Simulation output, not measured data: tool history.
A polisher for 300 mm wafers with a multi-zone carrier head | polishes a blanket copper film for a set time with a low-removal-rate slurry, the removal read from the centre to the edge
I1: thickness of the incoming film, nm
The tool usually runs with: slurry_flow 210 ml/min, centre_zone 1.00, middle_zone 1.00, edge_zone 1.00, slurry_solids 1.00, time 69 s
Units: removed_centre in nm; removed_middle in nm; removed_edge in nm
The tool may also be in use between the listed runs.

Run 1, hour 0.0: usual settings but edge_zone 1.09; I1 844.2. Result: removed_centre 188.5 nm, removed_middle 190.5 nm, removed_edge 201.8 nm.
Run 2, hour 7.7: usual settings but edge_zone 1.09; I1 851.8. Result: removed_centre 191.5 nm, removed_middle 192.6 nm, removed_edge 200.3 nm.
Run 3, hour 24.5: usual settings; I1 846.4. Result: removed_centre 190.5 nm, removed_middle 190.4 nm, removed_edge 196.6 nm.
At hour 35.9: slurry nozzle cleaned.
Run 4, hour 39.4: usual settings; I1 843.7. Result: removed_centre 192.8 nm, removed_middle 189.7 nm, removed_edge 196.6 nm.
Run 5, hour 53.8: usual settings but slurry_solids 1.15; I1 844.8. Result: removed_centre 199.2 nm, removed_middle 198.6 nm, removed_edge 200.3 nm.
Run 6, hour 68.0: usual settings but slurry_solids 1.15; I1 826.8. Result: removed_centre 195.2 nm, removed_middle 196.8 nm, removed_edge 202.5 nm.
At hour 77.3: worn pad replaced by a new one.
Run 7, hour 81.1: usual settings; I1 845.7. Result: removed_centre 189.5 nm, removed_middle 189.7 nm, removed_edge 191.1 nm.
Run 8, hour 95.2: usual settings but time 55 s; I1 828.8. Result: removed_centre 154.0 nm, removed_middle 151.8 nm, removed_edge 153.2 nm.
Run 9, hour 107.1: usual settings but slurry_flow 165 ml/min, slurry_solids 0.70; I1 845.6. Result: removed_centre 169.0 nm, removed_middle 167.0 nm, removed_edge 173.7 nm.
Run 10, hour 121.9: usual settings but slurry_flow 235 ml/min, centre_zone 0.97, middle_zone 0.90, slurry_solids 0.70; I1 821.8. Result: removed_centre 169.4 nm, removed_middle 161.9 nm, removed_edge 178.1 nm.
At hour 134.6: carrier head's membrane replaced by a new one.
Run 11, hour 135.8: usual settings but slurry_flow 150 ml/min, middle_zone 0.89; I1 834.1. Result: removed_centre 182.0 nm, removed_middle 165.4 nm, removed_edge 190.5 nm.
At hour 143.3: centre zone pressure recalibrated.
Run 12, hour 150.9: usual settings but middle_zone 0.93, slurry_solids 0.80, time 47 s; I1 841.3. Result: removed_centre 123.6 nm, removed_middle 113.8 nm, removed_edge 125.0 nm.
At hour 158.0: worn pad replaced by a new one.
Run 13, hour 158.5: usual settings but slurry_flow 265 ml/min, slurry_solids 0.75, time 56 s; I1 853.1. Result: removed_centre 149.0 nm, removed_middle 147.4 nm, removed_edge 148.6 nm.
At hour 170.8: edge zone pressure recalibrated.
Run 14, hour 171.6: usual settings but time 56 s; I1 851.5. Result: removed_centre 153.8 nm, removed_middle 153.1 nm, removed_edge 158.3 nm.
Run 15, hour 192.5: usual settings but centre_zone 1.04, middle_zone 0.92, slurry_solids 1.20; I1 844.0. Result: removed_centre 208.5 nm, removed_middle 186.2 nm, removed_edge 201.4 nm.
Run 16, hour 204.6: usual settings but edge_zone 1.03, slurry_solids 0.85; I1 845.6. Result: removed_centre 180.5 nm, removed_middle 183.6 nm, removed_edge 188.1 nm.
Run 17, hour 218.2: usual settings; I1 852.8. Result: removed_centre 188.9 nm, removed_middle 190.1 nm, removed_edge 191.5 nm.
At hour 228.4: worn pad replaced by a new one.
Run 18, hour 228.9: usual settings but slurry_flow 140 ml/min, slurry_solids 1.25; I1 839.3. Result: removed_centre 192.1 nm, removed_middle 192.5 nm, removed_edge 194.1 nm.
Run 19, hour 238.1: usual settings but slurry_flow 150 ml/min, middle_zone 0.89; I1 842.8. Result: removed_centre 180.8 nm, removed_middle 162.4 nm, removed_edge 186.3 nm.
At hour 248.0: slurry nozzle cleaned.
Run 20, hour 255.1: usual settings; I1 846.4. Result: removed_centre 190.7 nm, removed_middle 189.2 nm, removed_edge 193.3 nm.
Run 21, hour 268.0: usual settings but edge_zone 0.93, slurry_solids 0.85; I1 853.3. Result: removed_centre 183.9 nm, removed_middle 183.2 nm, removed_edge 179.3 nm.

Predict each of these 4 candidate next runs independently; none follows another, all start after run 21:
Run A, hour 268.4: usual settings but centre_zone 0.92; I1 838.2. Result: removed_centre ?, removed_middle ?, removed_edge ?.
Run B, hour 268.4: usual settings but middle_zone 1.11, edge_zone 0.94; I1 838.2. Result: removed_centre ?, removed_middle ?, removed_edge ?.
Run C, hour 268.4: usual settings but time 88 s; I1 838.2. Result: removed_centre ?, removed_middle ?, removed_edge ?.
Run D, hour 268.4: usual settings but slurry_flow 260 ml/min, slurry_solids 0.90, time 82 s; I1 838.2. Result: removed_centre ?, removed_middle ?, removed_edge ?.

run  removed_centre  removed_middle  removed_edge
  A           175.6           190.2         194.1
  B           191.2           207.8         188.2
  C           243.6           242.5         247.5
  D           226.8           225.2         228.5
Without the tool's hidden state the same runs would have given:
run  removed_centre  removed_middle  removed_edge
  A           175.6           190.2         194.1
  B           191.2           207.8         188.2
  C           243.6           242.5         247.5
  D           226.8           225.2         228.5

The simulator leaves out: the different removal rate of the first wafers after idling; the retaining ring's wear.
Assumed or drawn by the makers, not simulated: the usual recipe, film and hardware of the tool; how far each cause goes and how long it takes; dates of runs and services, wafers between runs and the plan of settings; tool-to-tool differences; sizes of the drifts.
